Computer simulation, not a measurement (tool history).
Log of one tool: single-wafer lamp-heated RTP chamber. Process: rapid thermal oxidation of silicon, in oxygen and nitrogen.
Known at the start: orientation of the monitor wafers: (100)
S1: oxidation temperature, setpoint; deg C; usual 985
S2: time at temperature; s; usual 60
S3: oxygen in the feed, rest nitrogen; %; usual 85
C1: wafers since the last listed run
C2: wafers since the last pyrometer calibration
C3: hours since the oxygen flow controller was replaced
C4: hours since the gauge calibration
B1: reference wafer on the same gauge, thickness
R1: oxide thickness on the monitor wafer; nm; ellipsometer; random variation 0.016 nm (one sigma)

| run | hour | S1 | S2 | S3 | C1 | C2 | C3 | C4 | B1 | R1 |
|---|---|---|---|---|---|---|---|---|---|---|
| 1 | 0.0 | 985 | 84 | 98 | 0 | 4937 | 2055.7 | 172.3 | 5.470 | 6.564 |
| 2 | 15.4 | 985 | 84 | 98 | 157 | 5095 | 2071.1 | 187.7 | 5.469 | 6.584 |
| 3 | 29.4 | 985 | 84 | 98 | 143 | 5238 | 2085.1 | 201.7 | 5.469 | 6.612 |
| 4 | 46.4 | 985 | 53 | 85 | 174 | 5412 | 2102.1 | 218.7 | 5.468 | 5.129 |
| 5 | 63.1 | 985 | 67 | 72 | 170 | 5583 | 2118.8 | 235.4 | 5.468 | 5.368 |
| 6 | 71.6 | 985 | 67 | 72 | 87 | 5670 | 2127.3 | 243.9 | 5.470 | 5.344 |
|  | 126.2 | oxygen flow controller replaced |
| 7 | 126.7 | 985 | 67 | 72 | 482 | 6152 | 0.5 | 299.0 | 5.471 | 5.368 |
| 8 | 127.3 | 985 | 60 | 85 | 6 | 6158 | 1.1 | 299.6 | 5.467 | 5.414 |
| 9 | 135.3 | 985 | 60 | 85 | 81 | 6240 | 9.1 | 307.6 | 5.473 | 5.433 |
| 10 | 146.5 | 985 | 60 | 85 | 114 | 6355 | 20.3 | 318.8 | 5.472 | 5.405 |
| 11 | 161.2 | 985 | 60 | 74 | 150 | 6506 | 35.0 | 333.5 | 5.471 | 5.164 |
| 12 | 178.6 | 985 | 60 | 74 | 178 | 6684 | 52.4 | 350.9 | 5.469 | 5.149 |
| 13 | 187.6 | 985 | 60 | 85 | 92 | 6776 | 61.4 | 359.9 | 5.471 | 5.411 |
| 14 | 197.3 | 985 | 60 | 85 | 99 | 6875 | 71.1 | 369.6 | 5.470 | 5.418 |
| 15 | 212.9 | 1006 | 47 | 98 | 159 | 7035 | 86.7 | 385.2 | 5.473 | 5.996 |
| 16 | 232.7 | 1013 | 40 | 98 | 202 | 7238 | 106.5 | 405.0 | 5.473 | 5.841 |
|  | 249.4 | pyrometer window cleaned and pyrometer calibrated |
| 17 | 249.9 | 996 | 50 | 98 | 94 | 5 | 123.7 | 422.2 | 5.470 | 5.702 |
| 18 | 253.6 | 985 | 60 | 85 | 37 | 43 | 127.4 | 425.9 | 5.470 | 5.415 |
| 19 | 264.5 | 967 | 60 | 85 | 111 | 154 | 138.3 | 436.8 | 5.468 | 4.748 |
|  | 275.5 | gauge calibrated |
| 20 | 279.8 | 985 | 84 | 98 | 156 | 311 | 153.6 | 4.3 | 5.471 | 6.597 |
| 21 | 287.6 | 973 | 78 | 57 | 79 | 391 | 161.4 | 12.1 | 5.470 | 4.864 |
| 22 | 294.6 | 996 | 87 | 85 | 71 | 462 | 168.4 | 19.1 | 5.470 | 6.945 |
| 23 | 307.6 | 956 | 60 | 85 | 133 | 596 | 181.4 | 32.1 | 5.471 | 4.381 |
| 24 | 325.0 | 969 | 60 | 85 | 178 | 774 | 198.8 | 49.5 | 5.470 | 4.815 |
| 25 | 341.1 | 985 | 60 | 85 | 164 | 938 | 214.9 | 65.6 | 5.469 | 5.438 |
| 26 | 353.6 | 985 | 87 | 85 | 127 | 1066 | 227.4 | 78.1 | 5.473 | 6.367 |
| 27 | 364.7 | 993 | 50 | 85 | 113 | 1180 | 238.5 | 89.2 | 5.471 | 5.299 |
| 28 | 372.8 | 1002 | 77 | 85 | 82 | 1263 | 246.6 | 97.3 | 5.471 | 6.873 |
| 29 | 382.3 | 985 | 34 | 63 | 97 | 1360 | 256.1 | 106.8 | 5.472 | 3.915 |

How the hidden state differs across the entries between the runs, from the last listed run before each to the first after it:
Between runs 6 and 7: oxygen flow controller replaced (hour 126.2)
  no hidden state differs between the two runs
Between runs 16 and 17: pyrometer window cleaned and pyrometer calibrated (hour 249.4)
  no hidden state differs between the two runs
Between runs 19 and 20: gauge calibrated (hour 275.5)
  no hidden state differs between the two runs
